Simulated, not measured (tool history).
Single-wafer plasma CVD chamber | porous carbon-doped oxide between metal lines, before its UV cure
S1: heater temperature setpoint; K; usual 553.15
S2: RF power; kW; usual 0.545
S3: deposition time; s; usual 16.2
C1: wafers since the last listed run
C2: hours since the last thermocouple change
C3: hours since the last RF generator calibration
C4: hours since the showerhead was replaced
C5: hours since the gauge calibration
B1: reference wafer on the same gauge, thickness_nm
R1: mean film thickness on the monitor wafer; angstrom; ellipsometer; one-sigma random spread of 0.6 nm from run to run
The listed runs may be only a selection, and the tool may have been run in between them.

Run 1, hour 0.0: usual settings; C1 0; C2 2179.4; C3 515.8; C4 6952.8; C5 145.5; B1 114.187. Result: R1 1049.43 angstrom.
Run 2, hour 17.0: usual settings; C1 739; C2 2196.4; C3 532.8; C4 6969.8; C5 162.5; B1 113.916. Result: R1 1029.52 angstrom.
Run 3, hour 29.8: usual settings but S3 15.2 s; C1 556; C2 2209.2; C3 545.6; C4 6982.6; C5 175.3; B1 114.082. Result: R1 974.02 angstrom.
Run 4, hour 58.5: usual settings; C1 1248; C2 2237.9; C3 574.3; C4 7011.3; C5 204.0; B1 114.070. Result: R1 1021.75 angstrom.
Run 5, hour 91.0: usual settings; C1 1413; C2 2270.4; C3 606.8; C4 7043.8; C5 236.5; B1 114.011. Result: R1 1030.68 angstrom.
Run 6, hour 105.3: usual settings; C1 622; C2 2284.7; C3 621.1; C4 7058.1; C5 250.8; B1 114.061. Result: R1 1043.31 angstrom.
Run 7, hour 159.2: usual settings but S2 0.485 kW; C1 2344; C2 2338.6; C3 675.0; C4 7112.0; C5 304.7; B1 113.921. Result: R1 920.98 angstrom.
At hour 179.9: gauge calibrated.
Run 8, hour 189.3: usual settings; C1 1309; C2 2368.7; C3 705.1; C4 7142.1; C5 9.4; B1 114.109. Result: R1 1041.16 angstrom.
Run 9, hour 217.6: usual settings but S1 545.15 K; C1 1231; C2 2397.0; C3 733.4; C4 7170.4; C5 37.7; B1 113.987. Result: R1 1097.28 angstrom.
Run 10, hour 252.2: usual settings but S2 0.580 kW, S3 14.9 s; C1 1505; C2 2431.6; C3 768.0; C4 7205.0; C5 72.3; B1 113.911. Result: R1 1002.13 angstrom.
Run 11, hour 275.9: usual settings but S3 17.7 s; C1 1030; C2 2455.3; C3 791.7; C4 7228.7; C5 96.0; B1 113.960. Result: R1 1124.91 angstrom.
Run 12, hour 307.5: usual settings but S1 558.15 K; C1 1374; C2 2486.9; C3 823.3; C4 7260.3; C5 127.6; B1 114.055. Result: R1 1005.42 angstrom.
Run 13, hour 322.6: usual settings but S1 558.15 K; C1 656; C2 2502.0; C3 838.4; C4 7275.4; C5 142.7; B1 114.029. Result: R1 1000.39 angstrom.
Run 14, hour 355.8: usual settings; C1 1444; C2 2535.2; C3 871.6; C4 7308.6; C5 175.9; B1 114.082. Result: R1 1030.51 angstrom.
Run 15, hour 385.2: usual settings; C1 1278; C2 2564.6; C3 901.0; C4 7338.0; C5 205.3; B1 113.961. Result: R1 1036.90 angstrom.
At hour 401.7: RF generator calibrated.
At hour 417.0: thermocouple changed; heater temperature recalibrated.
Run 16, hour 417.5: usual settings; C1 709; C2 0.5; C3 15.8; C4 7370.3; C5 237.6; B1 113.904. Result: R1 1030.97 angstrom.
Run 17, hour 440.0: usual settings but S1 561.15 K, S2 0.610 kW, S3 14.3 s; C1 978; C2 23.0; C3 38.3; C4 7392.8; C5 260.1; B1 114.006. Result: R1 943.95 angstrom.
Run 18, hour 469.8: usual settings but S1 548.15 K; C1 1296; C2 52.8; C3 68.1; C4 7422.6; C5 289.9; B1 114.184. Result: R1 1077.67 angstrom.
At hour 487.3: gauge calibrated.
At hour 496.0: showerhead replaced.
Run 19, hour 503.7: usual settings but S1 543.15 K, S2 0.455 kW, S3 13.1 s; C1 1126; C2 86.7; C3 102.0; C4 7.7; C5 16.4; B1 113.966. Result: R1 755.24 angstrom.
Run 20, hour 516.5: usual settings but S1 543.15 K, S2 0.435 kW; C1 556; C2 99.5; C3 114.8; C4 20.5; C5 29.2; B1 114.151. Result: R1 887.79 angstrom.
Run 21, hour 536.9: usual settings but S1 557.15 K, S2 0.485 kW; C1 887; C2 119.9; C3 135.2; C4 40.9; C5 49.6; B1 114.022. Result: R1 903.61 angstrom.
Run 22, hour 560.1: usual settings but S3 13.4 s; C1 1009; C2 143.1; C3 158.4; C4 64.1; C5 72.8; B1 114.052. Result: R1 866.89 angstrom.
Run 23, hour 595.1: usual settings but S1 545.15 K, S2 0.510 kW, S3 18.5 s; C1 1522; C2 178.1; C3 193.4; C4 99.1; C5 107.8; B1 114.017. Result: R1 1175.52 angstrom.
Run 24, hour 613.8: usual settings but S1 560.15 K, S2 0.470 kW, S3 19.2 s; C1 813; C2 196.8; C3 212.1; C4 117.8; C5 126.5; B1 114.028. Result: R1 1016.39 angstrom.
Run 25, hour 649.0: usual settings; C1 1531; C2 232.0; C3 247.3; C4 153.0; C5 161.7; B1 113.904. Result: R1 1028.31 angstrom.

Consider 5 possible next runs. They are alternatives, not a sequence: every one starts from the tool as it was left by run 25. What does each give?
Run A, hour 649.4: usual settings; C1 17; C2 232.4; C3 247.7; C4 153.4; C5 162.1; B1 ?. Result: R1 ?.
Run B, hour 649.4: usual settings but S2 0.465 kW; C1 17; C2 232.4; C3 247.7; C4 153.4; C5 162.1; B1 ?. Result: R1 ?.
Run C, hour 649.4: usual settings but S1 565.15 K; C1 17; C2 232.4; C3 247.7; C4 153.4; C5 162.1; B1 ?. Result: R1 ?.
Run D, hour 649.4: usual settings but S1 563.15 K, S2 0.475 kW; C1 17; C2 232.4; C3 247.7; C4 153.4; C5 162.1; B1 ?. Result: R1 ?.
Run E, hour 649.4: usual settings but S2 0.650 kW, S3 17.2 s; C1 17; C2 232.4; C3 247.7; C4 153.4; C5 162.1; B1 ?. Result: R1 ?.

run       B1       R1
  A  113.911  1035.95
  B  113.911   890.76
  C  113.911   952.57
  D  113.911   849.86
  E  113.911  1274.43
The same runs, with their run-to-run variation unchanged, on a tool lacking any hidden condition would have given:
run       R1
  A  1035.95
  B   890.76
  C   952.57
  D   849.86
  E  1274.43
